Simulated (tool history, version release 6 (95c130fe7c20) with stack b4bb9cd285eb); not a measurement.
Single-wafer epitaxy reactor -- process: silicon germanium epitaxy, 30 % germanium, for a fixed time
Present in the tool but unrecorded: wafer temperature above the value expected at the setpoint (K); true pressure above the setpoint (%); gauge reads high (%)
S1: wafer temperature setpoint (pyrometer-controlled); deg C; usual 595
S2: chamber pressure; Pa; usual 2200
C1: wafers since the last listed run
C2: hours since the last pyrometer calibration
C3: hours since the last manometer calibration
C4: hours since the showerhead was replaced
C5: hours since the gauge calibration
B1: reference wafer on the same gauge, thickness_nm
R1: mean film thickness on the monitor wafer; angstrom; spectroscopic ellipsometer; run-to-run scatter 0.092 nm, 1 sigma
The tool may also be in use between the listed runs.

{"run": 1, "day": 0.0, "S1": 595, "S2": 2200, "C1": 0, "C2": 910.3, "C3": 2272.3, "C4": 3977.5, "C5": 119.5, "B1": 51.683, "R1": 425.89}
{"run": 2, "day": 0.3, "S1": 595, "S2": 2200, "C1": 94, "C2": 917.5, "C3": 2279.5, "C4": 3984.7, "C5": 126.7, "B1": 51.705, "R1": 428.94}
{"run": 3, "day": 0.675, "S1": 595, "S2": 2200, "C1": 118, "C2": 926.5, "C3": 2288.5, "C4": 3993.7, "C5": 135.7, "B1": 51.688, "R1": 426.14}
{"run": 4, "day": 1.375, "S1": 603, "S2": 2200, "C1": 220, "C2": 943.3, "C3": 2305.3, "C4": 4010.5, "C5": 152.5, "B1": 51.689, "R1": 504.55}
{"run": 5, "day": 1.883, "S1": 603, "S2": 2200, "C1": 160, "C2": 955.5, "C3": 2317.5, "C4": 4022.7, "C5": 164.7, "B1": 51.702, "R1": 505.6}
{"run": 6, "day": 2.596, "S1": 605, "S2": 2200, "C1": 224, "C2": 972.6, "C3": 2334.6, "C4": 4039.8, "C5": 181.8, "B1": 51.704, "R1": 524.91}
{"run": 7, "day": 3.088, "S1": 605, "S2": 2200, "C1": 155, "C2": 984.4, "C3": 2346.4, "C4": 4051.6, "C5": 193.6, "B1": 51.707, "R1": 525.54}
{"run": 8, "day": 3.8, "S1": 595, "S2": 2333, "C1": 224, "C2": 1001.5, "C3": 2363.5, "C4": 4068.7, "C5": 210.7, "B1": 51.696, "R1": 442.15}
{"run": 9, "day": 4.288, "S1": 595, "S2": 2333, "C1": 153, "C2": 1013.2, "C3": 2375.2, "C4": 4080.4, "C5": 222.4, "B1": 51.7, "R1": 442.86}
{"run": 10, "day": 4.679, "S1": 595, "S2": 2333, "C1": 123, "C2": 1022.6, "C3": 2384.6, "C4": 4089.8, "C5": 231.8, "B1": 51.685, "R1": 441.49}
{"run": 11, "day": 4.946, "S1": 595, "S2": 2200, "C1": 84, "C2": 1029, "C3": 2391, "C4": 4096.2, "C5": 238.2, "B1": 51.706, "R1": 424.49}
{"run": 12, "day": 5.204, "S1": 595, "S2": 2200, "C1": 81, "C2": 1035.2, "C3": 2397.2, "C4": 4102.4, "C5": 244.4, "B1": 51.711, "R1": 423.76}
{"run": 13, "day": 5.483, "S1": 595, "S2": 2200, "C1": 88, "C2": 1041.9, "C3": 2403.9, "C4": 4109.1, "C5": 251.1, "B1": 51.714, "R1": 424.66}
{"run": 14, "day": 5.962, "S1": 595, "S2": 1800, "C1": 151, "C2": 1053.4, "C3": 2415.4, "C4": 4120.6, "C5": 262.6, "B1": 51.72, "R1": 365.98}
{"day": 6.358, "done": "capacitance manometer re-zeroed and calibrated"}
{"run": 15, "day": 6.417, "S1": 595, "S2": 1800, "C1": 38, "C2": 1064.3, "C3": 1.4, "C4": 4131.5, "C5": 273.5, "B1": 51.717, "R1": 390.82}
{"run": 16, "day": 6.996, "S1": 595, "S2": 1800, "C1": 182, "C2": 1078.2, "C3": 15.3, "C4": 4145.4, "C5": 287.4, "B1": 51.718, "R1": 388.14}
{"run": 17, "day": 7.55, "S1": 604, "S2": 1707, "C1": 174, "C2": 1091.5, "C3": 28.6, "C4": 4158.7, "C5": 300.7, "B1": 51.69, "R1": 449.35}
{"run": 18, "day": 7.804, "S1": 599, "S2": 2200, "C1": 80, "C2": 1097.6, "C3": 34.7, "C4": 4164.8, "C5": 306.8, "B1": 51.72, "R1": 490.8}
{"run": 19, "day": 8.404, "S1": 604, "S2": 2653, "C1": 189, "C2": 1112, "C3": 49.1, "C4": 4179.2, "C5": 321.2, "B1": 51.733, "R1": 613}
{"run": 20, "day": 8.888, "S1": 595, "S2": 2200, "C1": 152, "C2": 1123.6, "C3": 60.7, "C4": 4190.8, "C5": 332.8, "B1": 51.701, "R1": 451.16}
{"run": 21, "day": 9.329, "S1": 601, "S2": 2040, "C1": 139, "C2": 1134.2, "C3": 71.3, "C4": 4201.4, "C5": 343.4, "B1": 51.697, "R1": 484.99}
{"run": 22, "day": 9.996, "S1": 599, "S2": 1907, "C1": 210, "C2": 1150.2, "C3": 87.3, "C4": 4217.4, "C5": 359.4, "B1": 51.686, "R1": 442.39}
{"day": 11.917, "done": "pyrometer calibrated"}
{"day": 11.992, "done": "gauge calibrated"}
{"run": 23, "day": 12.171, "S1": 600, "S2": 2346, "C1": 580, "C2": 6.1, "C3": 139.5, "C4": 4269.6, "C5": 4.3, "B1": 51.691, "R1": 554.22}
{"day": 12.917, "done": "showerhead replaced"}
{"run": 24, "day": 12.938, "S1": 595, "S2": 2200, "C1": 136, "C2": 24.5, "C3": 157.9, "C4": 0.5, "C5": 22.7, "B1": 51.693, "R1": 476.56}
{"run": 25, "day": 13.25, "S1": 582, "S2": 2200, "C1": 98, "C2": 32, "C3": 165.4, "C4": 8, "C5": 30.2, "B1": 51.713, "R1": 360.06}
{"run": 26, "day": 13.838, "S1": 595, "S2": 1720, "C1": 185, "C2": 46.1, "C3": 179.5, "C4": 22.1, "C5": 44.3, "B1": 51.717, "R1": 395.4}
{"run": 27, "day": 14.133, "S1": 606, "S2": 2733, "C1": 93, "C2": 53.2, "C3": 186.6, "C4": 29.2, "C5": 51.4, "B1": 51.702, "R1": 683.51}
{"run": 28, "day": 14.508, "S1": 595, "S2": 1760, "C1": 118, "C2": 62.2, "C3": 195.6, "C4": 38.2, "C5": 60.4, "B1": 51.699, "R1": 400.44}
{"run": 29, "day": 15.208, "S1": 582, "S2": 2200, "C1": 220, "C2": 79, "C3": 212.4, "C4": 55, "C5": 77.2, "B1": 51.667, "R1": 358.24}
{"run": 30, "day": 15.729, "S1": 600, "S2": 2613, "C1": 164, "C2": 91.5, "C3": 224.9, "C4": 67.5, "C5": 89.7, "B1": 51.704, "R1": 585.83}
{"run": 31, "day": 16.067, "S1": 602, "S2": 2026, "C1": 106, "C2": 99.6, "C3": 233, "C4": 75.6, "C5": 97.8, "B1": 51.688, "R1": 514.6}
{"run": 32, "day": 16.475, "S1": 587, "S2": 1693, "C1": 128, "C2": 109.4, "C3": 242.8, "C4": 85.4, "C5": 107.6, "B1": 51.698, "R1": 324.16}

Below, each run's measurement less what the same run would have read without the hidden state. Both values contain the same run-to-run variation, but the gauge's scatter may not be the same in both:
run=1 R1=-49.17
run=2 R1=-49.66
run=3 R1=-49.51
run=4 R1=-58.4
run=5 R1=-58.78
run=6 R1=-61.27
run=7 R1=-61.59
run=8 R1=-52.79
run=9 R1=-53.09
run=10 R1=-53.1
run=11 R1=-51.16
run=12 R1=-51.18
run=13 R1=-51.4
run=14 R1=-44.47
run=15 R1=-21.65
run=16 R1=-21.69
run=17 R1=-24.73
run=18 R1=-27.46
run=19 R1=-34.16
run=20 R1=-25.88
run=21 R1=-27.57
run=22 R1=-25.5
run=23 R1=+2.33
run=24 R1=+0.56
run=25 R1=+0.05
run=26 R1=-0.94
run=27 R1=-2.46
run=28 R1=-1.97
run=29 R1=-2.68
run=30 R1=-5.45
run=31 R1=-5.38
run=32 R1=-3.88
